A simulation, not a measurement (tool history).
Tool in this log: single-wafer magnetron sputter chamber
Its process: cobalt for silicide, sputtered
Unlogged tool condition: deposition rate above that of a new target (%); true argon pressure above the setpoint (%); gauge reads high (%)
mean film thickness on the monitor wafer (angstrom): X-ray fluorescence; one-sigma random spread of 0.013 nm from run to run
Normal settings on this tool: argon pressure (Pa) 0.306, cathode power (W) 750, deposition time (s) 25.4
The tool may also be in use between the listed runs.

run,hour,argon pressure (Pa),cathode power (W),deposition time (s),wafers since the last listed run,wafers on the sputter target,hours since the last manometer calibration,hours since the magnet pack was replaced,hours since the gauge calibration,"read-back reference wafer on the same gauge, thickness_nm",mean film thickness on the monitor wafer (angstrom)
1,0,0.306,850,25.4,0,1389,2136.5,6463.9,418,9.19,96.27
2,25,0.306,750,25.4,520,1910,2161.5,6488.9,443,9.19,85.86
3,58.5,0.306,750,25.4,697,2608,2195,6522.4,476.5,9.191,85.86
4,125.8,0.306,750,25.4,1401,4010,2262.3,6589.7,543.8,9.19,85.69
# hour 145.2: sputter target and shields replaced
5,154.1,0.306,750,29.1,422,186,2290.6,6618,572.1,9.188,98.48
6,185.5,0.306,750,29.1,654,840,2322,6649.4,603.5,9.195,98.69
7,213.4,0.306,750,25.4,581,1421,2349.9,6677.3,631.4,9.192,85.94
8,280.6,0.306,750,25.4,1399,2821,2417.1,6744.5,698.6,9.184,85.8
9,310.6,0.306,750,25.4,624,3446,2447.1,6774.5,728.6,9.189,85.76
10,352,0.306,750,25.4,862,4308,2488.5,6815.9,770,9.184,85.37
# hour 388.9: sputter target and shields replaced
11,410.2,0.426,750,29.5,1045,443,2546.7,6874.1,828.2,9.188,97.2
12,456.9,0.188,650,20.6,972,1416,2593.4,6920.8,874.9,9.191,63.35
13,497.4,0.306,750,27.9,843,2260,2633.9,6961.3,915.4,9.19,94.42
# hour 540.2: magnet pack replaced
14,553.2,0.207,850,30.4,995,3255,2689.7,13,971.2,9.188,117.54
# hour 587.4: capacitance manometer re-zeroed and calibrated
15,600.3,0.362,750,25.4,814,4070,12.9,60.1,1018.3,9.19,84.16
# hour 619.3: sputter target and shields replaced
16,643,0.306,900,25.4,722,493,55.6,102.8,1061,9.188,101.45
# hour 645.1: gauge calibrated
17,707.3,0.188,650,20.6,1339,1832,119.9,167.1,62.2,9.187,63.05

Expected results for the next run?
18,770,0.306,750,25.4,1306,3139,182.6,229.8,124.9,?,?

read-back reference wafer on the same gauge, thickness_nm: 9.188
mean film thickness on the monitor wafer (angstrom): 85.58
Were there no unlogged condition in the tool, this run, its random variation unchanged, would have produced mean film thickness on the monitor wafer (angstrom) 85.84.

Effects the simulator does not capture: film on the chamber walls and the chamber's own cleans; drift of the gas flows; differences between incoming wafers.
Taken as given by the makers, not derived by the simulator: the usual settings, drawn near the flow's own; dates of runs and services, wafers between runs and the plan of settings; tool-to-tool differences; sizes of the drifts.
